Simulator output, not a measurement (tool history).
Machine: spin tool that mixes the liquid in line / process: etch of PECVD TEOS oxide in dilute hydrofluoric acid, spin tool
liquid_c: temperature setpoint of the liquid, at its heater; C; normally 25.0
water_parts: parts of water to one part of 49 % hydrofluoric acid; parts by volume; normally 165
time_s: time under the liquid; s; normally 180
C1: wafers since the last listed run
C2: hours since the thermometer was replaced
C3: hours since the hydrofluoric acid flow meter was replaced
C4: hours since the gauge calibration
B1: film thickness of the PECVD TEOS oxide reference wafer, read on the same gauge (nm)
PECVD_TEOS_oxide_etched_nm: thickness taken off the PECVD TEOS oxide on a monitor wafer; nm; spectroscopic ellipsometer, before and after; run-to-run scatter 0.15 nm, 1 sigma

{"run": 1, "hour": 0.0, "liquid_c": 25.0, "water_parts": 165, "time_s": 125, "C1": 0, "C2": 1101.0, "C3": 1078.4, "C4": 704.9, "B1": 30.0, "PECVD_TEOS_oxide_etched_nm": 14.29}
{"run": 2, "hour": 7.7, "liquid_c": 25.0, "water_parts": 130, "time_s": 225, "C1": 37, "C2": 1108.7, "C3": 1086.1, "C4": 712.6, "B1": 30.0, "PECVD_TEOS_oxide_etched_nm": 34.14}
{"run": 3, "hour": 18.9, "liquid_c": 25.0, "water_parts": 130, "time_s": 225, "C1": 55, "C2": 1119.9, "C3": 1097.3, "C4": 723.8, "B1": 30.0, "PECVD_TEOS_oxide_etched_nm": 33.99}
{"run": 4, "hour": 26.8, "liquid_c": 25.0, "water_parts": 165, "time_s": 180, "C1": 38, "C2": 1127.8, "C3": 1105.2, "C4": 731.7, "B1": 30.01, "PECVD_TEOS_oxide_etched_nm": 20.9}
{"run": 5, "hour": 33.9, "liquid_c": 25.0, "water_parts": 165, "time_s": 180, "C1": 35, "C2": 1134.9, "C3": 1112.3, "C4": 738.8, "B1": 30.0, "PECVD_TEOS_oxide_etched_nm": 20.86}
{"hour": 45.7, "done": "gauge calibrated"}
{"run": 6, "hour": 46.9, "liquid_c": 25.0, "water_parts": 165, "time_s": 180, "C1": 64, "C2": 1147.9, "C3": 1125.3, "C4": 1.2, "B1": 29.99, "PECVD_TEOS_oxide_etched_nm": 21.25}
{"hour": 60.9, "done": "hydrofluoric acid flow meter replaced"}
{"run": 7, "hour": 61.6, "liquid_c": 25.0, "water_parts": 165, "time_s": 180, "C1": 67, "C2": 1162.6, "C3": 0.7, "C4": 15.9, "B1": 30.0, "PECVD_TEOS_oxide_etched_nm": 17.94}
{"run": 8, "hour": 78.9, "liquid_c": 25.0, "water_parts": 165, "time_s": 180, "C1": 85, "C2": 1179.9, "C3": 18.0, "C4": 33.2, "B1": 30.01, "PECVD_TEOS_oxide_etched_nm": 17.79}
{"run": 9, "hour": 88.6, "liquid_c": 25.0, "water_parts": 215, "time_s": 180, "C1": 47, "C2": 1189.6, "C3": 27.7, "C4": 42.9, "B1": 29.99, "PECVD_TEOS_oxide_etched_nm": 13.05}
{"run": 10, "hour": 94.8, "liquid_c": 25.0, "water_parts": 215, "time_s": 180, "C1": 30, "C2": 1195.8, "C3": 33.9, "C4": 49.1, "B1": 30.01, "PECVD_TEOS_oxide_etched_nm": 13.3}
{"run": 11, "hour": 101.4, "liquid_c": 24.0, "water_parts": 165, "time_s": 180, "C1": 32, "C2": 1202.4, "C3": 40.5, "C4": 55.7, "B1": 29.99, "PECVD_TEOS_oxide_etched_nm": 17.61}
{"run": 12, "hour": 113.2, "liquid_c": 28.5, "water_parts": 115, "time_s": 75, "C1": 58, "C2": 1214.2, "C3": 52.3, "C4": 67.5, "B1": 29.98, "PECVD_TEOS_oxide_etched_nm": 13.29}
{"run": 13, "hour": 120.3, "liquid_c": 25.0, "water_parts": 215, "time_s": 180, "C1": 35, "C2": 1221.3, "C3": 59.4, "C4": 74.6, "B1": 29.98, "PECVD_TEOS_oxide_etched_nm": 13.12}
{"run": 14, "hour": 134.8, "liquid_c": 26.5, "water_parts": 100, "time_s": 285, "C1": 71, "C2": 1235.8, "C3": 73.9, "C4": 89.1, "B1": 30.0, "PECVD_TEOS_oxide_etched_nm": 54.97}
{"run": 15, "hour": 145.3, "liquid_c": 25.0, "water_parts": 165, "time_s": 180, "C1": 51, "C2": 1246.3, "C3": 84.4, "C4": 99.6, "B1": 30.02, "PECVD_TEOS_oxide_etched_nm": 18.12}
{"run": 16, "hour": 152.4, "liquid_c": 25.0, "water_parts": 165, "time_s": 230, "C1": 35, "C2": 1253.4, "C3": 91.5, "C4": 106.7, "B1": 30.0, "PECVD_TEOS_oxide_etched_nm": 23.34}
{"hour": 163.8, "done": "thermometer replaced"}
{"run": 17, "hour": 166.7, "liquid_c": 22.0, "water_parts": 105, "time_s": 110, "C1": 65, "C2": 2.9, "C3": 105.8, "C4": 121.0, "B1": 30.0, "PECVD_TEOS_oxide_etched_nm": 16.86}
{"run": 18, "hour": 176.8, "liquid_c": 25.0, "water_parts": 205, "time_s": 145, "C1": 49, "C2": 13.0, "C3": 115.9, "C4": 131.1, "B1": 29.99, "PECVD_TEOS_oxide_etched_nm": 11.41}
{"run": 19, "hour": 184.6, "liquid_c": 22.5, "water_parts": 235, "time_s": 220, "C1": 38, "C2": 20.8, "C3": 123.7, "C4": 138.9, "B1": 30.01, "PECVD_TEOS_oxide_etched_nm": 13.29}
{"run": 20, "hour": 198.8, "liquid_c": 27.5, "water_parts": 165, "time_s": 110, "C1": 70, "C2": 35.0, "C3": 137.9, "C4": 153.1, "B1": 29.98, "PECVD_TEOS_oxide_etched_nm": 12.42}
{"run": 21, "hour": 216.7, "liquid_c": 27.5, "water_parts": 130, "time_s": 80, "C1": 88, "C2": 52.9, "C3": 155.8, "C4": 171.0, "B1": 29.99, "PECVD_TEOS_oxide_etched_nm": 11.96}
{"run": 22, "hour": 234.6, "liquid_c": 27.5, "water_parts": 90, "time_s": 180, "C1": 88, "C2": 70.8, "C3": 173.7, "C4": 188.9, "B1": 30.01, "PECVD_TEOS_oxide_etched_nm": 41.5}
{"run": 23, "hour": 245.1, "liquid_c": 25.0, "water_parts": 140, "time_s": 255, "C1": 51, "C2": 81.3, "C3": 184.2, "C4": 199.4, "B1": 30.0, "PECVD_TEOS_oxide_etched_nm": 31.71}
{"run": 24, "hour": 262.8, "liquid_c": 27.0, "water_parts": 240, "time_s": 180, "C1": 87, "C2": 99.0, "C3": 201.9, "C4": 217.1, "B1": 29.99, "PECVD_TEOS_oxide_etched_nm": 12.63}
{"run": 25, "hour": 276.5, "liquid_c": 25.0, "water_parts": 165, "time_s": 290, "C1": 67, "C2": 112.7, "C3": 215.6, "C4": 230.8, "B1": 30.0, "PECVD_TEOS_oxide_etched_nm": 29.66}
{"run": 26, "hour": 289.9, "liquid_c": 25.0, "water_parts": 165, "time_s": 180, "C1": 66, "C2": 126.1, "C3": 229.0, "C4": 244.2, "B1": 30.01, "PECVD_TEOS_oxide_etched_nm": 18.84}
{"run": 27, "hour": 304.6, "liquid_c": 26.5, "water_parts": 100, "time_s": 265, "C1": 72, "C2": 140.8, "C3": 243.7, "C4": 258.9, "B1": 29.98, "PECVD_TEOS_oxide_etched_nm": 51.44}
{"run": 28, "hour": 315.3, "liquid_c": 26.5, "water_parts": 165, "time_s": 210, "C1": 52, "C2": 151.5, "C3": 254.4, "C4": 269.6, "B1": 30.0, "PECVD_TEOS_oxide_etched_nm": 22.98}
{"run": 29, "hour": 321.8, "liquid_c": 25.0, "water_parts": 165, "time_s": 255, "C1": 32, "C2": 158.0, "C3": 260.9, "C4": 276.1, "B1": 29.98, "PECVD_TEOS_oxide_etched_nm": 26.69}
{"run": 30, "hour": 332.0, "liquid_c": 25.0, "water_parts": 115, "time_s": 210, "C1": 50, "C2": 168.2, "C3": 271.1, "C4": 286.3, "B1": 30.0, "PECVD_TEOS_oxide_etched_nm": 32.99}
{"run": 31, "hour": 342.3, "liquid_c": 20.0, "water_parts": 90, "time_s": 135, "C1": 50, "C2": 178.5, "C3": 281.4, "C4": 296.6, "B1": 30.02, "PECVD_TEOS_oxide_etched_nm": 22.9}
{"run": 32, "hour": 378.8, "liquid_c": 25.0, "water_parts": 125, "time_s": 140, "C1": 180, "C2": 215.0, "C3": 317.9, "C4": 333.1, "B1": 29.99, "PECVD_TEOS_oxide_etched_nm": 20.15}
{"run": 33, "hour": 389.2, "liquid_c": 25.0, "water_parts": 165, "time_s": 145, "C1": 51, "C2": 225.4, "C3": 328.3, "C4": 343.5, "B1": 29.98, "PECVD_TEOS_oxide_etched_nm": 15.1}

What if the next run were any one of these 4? Each begins from the tool's condition after run 33:
{"run": "A", "hour": 389.7, "liquid_c": 25.0, "water_parts": 165, "time_s": 180, "C1": 2, "C2": 225.9, "C3": 328.8, "C4": 344.0, "B1": "?", "PECVD_TEOS_oxide_etched_nm": "?"}
{"run": "B", "hour": 389.7, "liquid_c": 22.0, "water_parts": 190, "time_s": 85, "C1": 2, "C2": 225.9, "C3": 328.8, "C4": 344.0, "B1": "?", "PECVD_TEOS_oxide_etched_nm": "?"}
{"run": "C", "hour": 389.7, "liquid_c": 28.0, "water_parts": 215, "time_s": 260, "C1": 2, "C2": 225.9, "C3": 328.8, "C4": 344.0, "B1": "?", "PECVD_TEOS_oxide_etched_nm": "?"}
{"run": "D", "hour": 389.7, "liquid_c": 29.5, "water_parts": 120, "time_s": 100, "C1": 2, "C2": 225.9, "C3": 328.8, "C4": 344.0, "B1": "?", "PECVD_TEOS_oxide_etched_nm": "?"}

run=A B1=30.00 PECVD_TEOS_oxide_etched_nm=18.69
run=B B1=30.00 PECVD_TEOS_oxide_etched_nm=6.66
run=C B1=30.00 PECVD_TEOS_oxide_etched_nm=21.85
run=D B1=30.00 PECVD_TEOS_oxide_etched_nm=17.83
The same runs, with their run-to-run variation unchanged, on a tool lacking any hidden condition would have given:
run=A PECVD_TEOS_oxide_etched_nm=17.82
run=B PECVD_TEOS_oxide_etched_nm=6.35
run=C PECVD_TEOS_oxide_etched_nm=20.79
run=D PECVD_TEOS_oxide_etched_nm=17.02
